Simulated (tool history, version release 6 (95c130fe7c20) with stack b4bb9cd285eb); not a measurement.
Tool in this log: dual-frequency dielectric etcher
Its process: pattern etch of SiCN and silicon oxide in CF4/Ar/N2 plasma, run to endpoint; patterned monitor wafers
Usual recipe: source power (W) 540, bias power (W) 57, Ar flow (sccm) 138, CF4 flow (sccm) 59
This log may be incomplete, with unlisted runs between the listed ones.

run,hour,source power (W),bias power (W),Ar flow (sccm),CF4 flow (sccm),"incoming incoming film thickness, nm",endpoint time (s)
1,0,540,57,138,59,9.98,11.1
2,22.9,500,53,138,59,9.91,12.2
3,55.5,540,49,154,59,9.97,11.5
4,70.6,540,68,149,74,9.87,10
5,100.1,440,46,123,46,9.86,15
6,133.4,540,57,138,59,9.9,10.9
7,166.4,540,57,113,64,9.84,10.3
8,182.4,490,44,159,63,9.79,12.8
9,199.2,600,51,126,59,9.93,9.7
10,227,430,61,126,71,10.04,13.5
# hour 256.8: wet clean of the chamber
11,260.5,540,57,154,72,9.93,11.1
12,278.3,540,57,138,59,9.96,11.5
13,295.6,540,57,121,59,9.87,11.2
14,311.8,440,57,138,63,9.9,14.3
15,334.3,480,57,138,59,9.89,13
16,355.5,410,57,138,59,9.83,15.5
17,379.9,540,57,138,59,9.87,11.3
18,402.4,540,57,138,59,9.75,11.1
19,416.6,410,57,128,64,9.93,15.3
20,439.4,540,57,138,59,9.95,11.3
21,472.8,630,46,123,44,9.93,10.3
22,505.1,540,57,167,59,9.91,11.6
23,539.8,540,57,138,59,9.95,11.2
24,555.3,440,57,138,70,9.96,13.9

Predict each of these 5 candidate next runs independently; none follows another, all start after run 24:
A,555.7,540,57,138,59,9.91,?
B,555.7,540,57,138,47,9.91,?
C,555.7,450,57,138,69,9.91,?
D,555.7,610,57,138,59,9.91,?
E,555.7,540,61,127,59,9.91,?

run,endpoint time (s)
A,11.1
B,11.6
C,13.3
D,9.7
E,10.8
Stripped of hidden state, with their random variation kept, the same runs would have yielded:
run,endpoint time (s)
A,11.3
B,11.8
C,13.6
D,9.9
E,11
